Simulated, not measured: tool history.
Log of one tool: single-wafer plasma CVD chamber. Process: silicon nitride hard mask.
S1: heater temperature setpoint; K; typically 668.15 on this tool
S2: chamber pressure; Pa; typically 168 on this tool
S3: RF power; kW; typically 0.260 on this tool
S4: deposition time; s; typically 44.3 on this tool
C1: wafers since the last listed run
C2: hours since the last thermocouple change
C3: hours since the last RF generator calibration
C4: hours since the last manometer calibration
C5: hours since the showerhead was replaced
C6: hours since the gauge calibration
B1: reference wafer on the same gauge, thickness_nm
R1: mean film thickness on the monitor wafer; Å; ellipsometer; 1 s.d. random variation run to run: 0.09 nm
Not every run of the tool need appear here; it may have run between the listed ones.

| run | hour | S1 | S2 | S3 | S4 | C1 | C2 | C3 | C4 | C5 | C6 | B1 | R1 |
|---|---|---|---|---|---|---|---|---|---|---|---|---|---|
| 1 | 0.0 | 668.15 | 168 | 0.260 | 44.3 | 0 | 1287.8 | 711.2 | 519.4 | 5135.0 | 946.2 | 36.238 | 416.28 |
| 2 | 87.6 | 668.15 | 168 | 0.260 | 44.3 | 2338 | 1375.4 | 798.8 | 607.0 | 5222.6 | 1033.8 | 36.223 | 416.39 |
| 3 | 137.3 | 668.15 | 168 | 0.260 | 44.3 | 1326 | 1425.1 | 848.5 | 656.7 | 5272.3 | 1083.5 | 36.202 | 414.67 |
| 4 | 236.6 | 668.15 | 168 | 0.260 | 44.3 | 2650 | 1524.4 | 947.8 | 756.0 | 5371.6 | 1182.8 | 36.164 | 414.43 |
| 5 | 325.3 | 668.15 | 168 | 0.260 | 46.7 | 2367 | 1613.1 | 1036.5 | 844.7 | 5460.3 | 1271.5 | 36.146 | 437.47 |
| 6 | 427.6 | 668.15 | 168 | 0.290 | 44.3 | 2730 | 1715.4 | 1138.8 | 947.0 | 5562.6 | 1373.8 | 36.108 | 438.29 |
| 7 | 508.0 | 668.15 | 168 | 0.290 | 44.3 | 2146 | 1795.8 | 1219.2 | 1027.4 | 5643.0 | 1454.2 | 36.128 | 437.49 |
|  | 537.2 | capacitance manometer re-zeroed and calibrated |
| 8 | 570.3 | 668.15 | 168 | 0.290 | 44.3 | 1449 | 1858.1 | 1281.5 | 33.1 | 5705.3 | 1516.5 | 36.049 | 436.39 |
| 9 | 611.7 | 668.15 | 168 | 0.260 | 44.3 | 1105 | 1899.5 | 1322.9 | 74.5 | 5746.7 | 1557.9 | 36.062 | 412.77 |
| 10 | 680.6 | 668.15 | 168 | 0.260 | 44.3 | 1839 | 1968.4 | 1391.8 | 143.4 | 5815.6 | 1626.8 | 35.997 | 413.30 |
|  | 835.3 | RF generator calibrated |
|  | 968.4 | showerhead replaced |
| 11 | 984.4 | 668.15 | 168 | 0.260 | 44.3 | 7682 | 2272.2 | 149.1 | 447.2 | 16.0 | 1930.6 | 35.852 | 411.14 |
| 12 | 1077.1 | 668.15 | 168 | 0.275 | 41.1 | 2474 | 2364.9 | 241.8 | 539.9 | 108.7 | 2023.3 | 35.802 | 391.04 |
| 13 | 1135.6 | 663.15 | 168 | 0.305 | 49.4 | 1561 | 2423.4 | 300.3 | 598.4 | 167.2 | 2081.8 | 35.783 | 498.20 |
|  | 1188.9 | thermocouple changed; heater temperature recalibrated |
| 14 | 1239.0 | 668.15 | 168 | 0.260 | 44.3 | 2546 | 50.1 | 403.7 | 701.8 | 270.6 | 2185.2 | 35.709 | 408.99 |
|  | 1321.7 | gauge calibrated |
|  | 1345.4 | capacitance manometer re-zeroed and calibrated |
| 15 | 1345.9 | 668.15 | 168 | 0.260 | 44.3 | 2640 | 157.0 | 510.6 | 0.5 | 377.5 | 24.2 | 36.236 | 416.90 |
| 16 | 1418.1 | 668.15 | 197 | 0.235 | 42.1 | 1927 | 229.2 | 582.8 | 72.7 | 449.7 | 96.4 | 36.187 | 394.05 |
| 17 | 1461.3 | 668.15 | 185 | 0.260 | 38.1 | 1153 | 272.4 | 626.0 | 115.9 | 492.9 | 139.6 | 36.206 | 369.65 |
| 18 | 1534.8 | 668.15 | 197 | 0.235 | 42.1 | 1962 | 345.9 | 699.5 | 189.4 | 566.4 | 213.1 | 36.240 | 392.04 |
| 19 | 1623.8 | 662.15 | 168 | 0.210 | 38.1 | 2375 | 434.9 | 788.5 | 278.4 | 655.4 | 302.1 | 36.193 | 322.98 |
| 20 | 1673.7 | 681.15 | 187 | 0.215 | 50.5 | 1332 | 484.8 | 838.4 | 328.3 | 705.3 | 352.0 | 36.190 | 443.35 |
| 21 | 1781.1 | 673.15 | 203 | 0.260 | 35.6 | 2866 | 592.2 | 945.8 | 435.7 | 812.7 | 459.4 | 36.173 | 351.64 |
| 22 | 1963.9 | 672.15 | 168 | 0.310 | 41.2 | 4879 | 775.0 | 1128.6 | 618.5 | 995.5 | 642.2 | 36.144 | 420.51 |
| 23 | 2045.0 | 660.15 | 168 | 0.260 | 44.3 | 2164 | 856.1 | 1209.7 | 699.6 | 1076.6 | 723.3 | 36.157 | 415.65 |
| 24 | 2101.6 | 668.15 | 127 | 0.275 | 44.3 | 1510 | 912.7 | 1266.3 | 756.2 | 1133.2 | 779.9 | 36.128 | 393.08 |

Below, each run's measurement less what the same run would have read without the hidden state. Both values contain the same run-to-run variation, but the gauge's scatter may not be the same in both:
The hidden state here: wafer temperature above the value expected at the setpoint (K); delivered RF power above the setpoint (%); true pressure above the setpoint (%); gauge reads high (%).
| run | R1 |
|---|---|
| 1 | -0.70 |
| 2 | -0.96 |
| 3 | -1.12 |
| 4 | -1.47 |
| 5 | -1.90 |
| 6 | -2.36 |
| 7 | -2.72 |
| 8 | -3.02 |
| 9 | -3.05 |
| 10 | -3.39 |
| 11 | -5.06 |
| 12 | -5.35 |
| 13 | -7.28 |
| 14 | -6.67 |
| 15 | -1.01 |
| 16 | -0.97 |
| 17 | -0.92 |
| 18 | -1.02 |
| 19 | -0.89 |
| 20 | -1.28 |
| 21 | -1.13 |
| 22 | -1.67 |
| 23 | -1.82 |
| 24 | -1.85 |

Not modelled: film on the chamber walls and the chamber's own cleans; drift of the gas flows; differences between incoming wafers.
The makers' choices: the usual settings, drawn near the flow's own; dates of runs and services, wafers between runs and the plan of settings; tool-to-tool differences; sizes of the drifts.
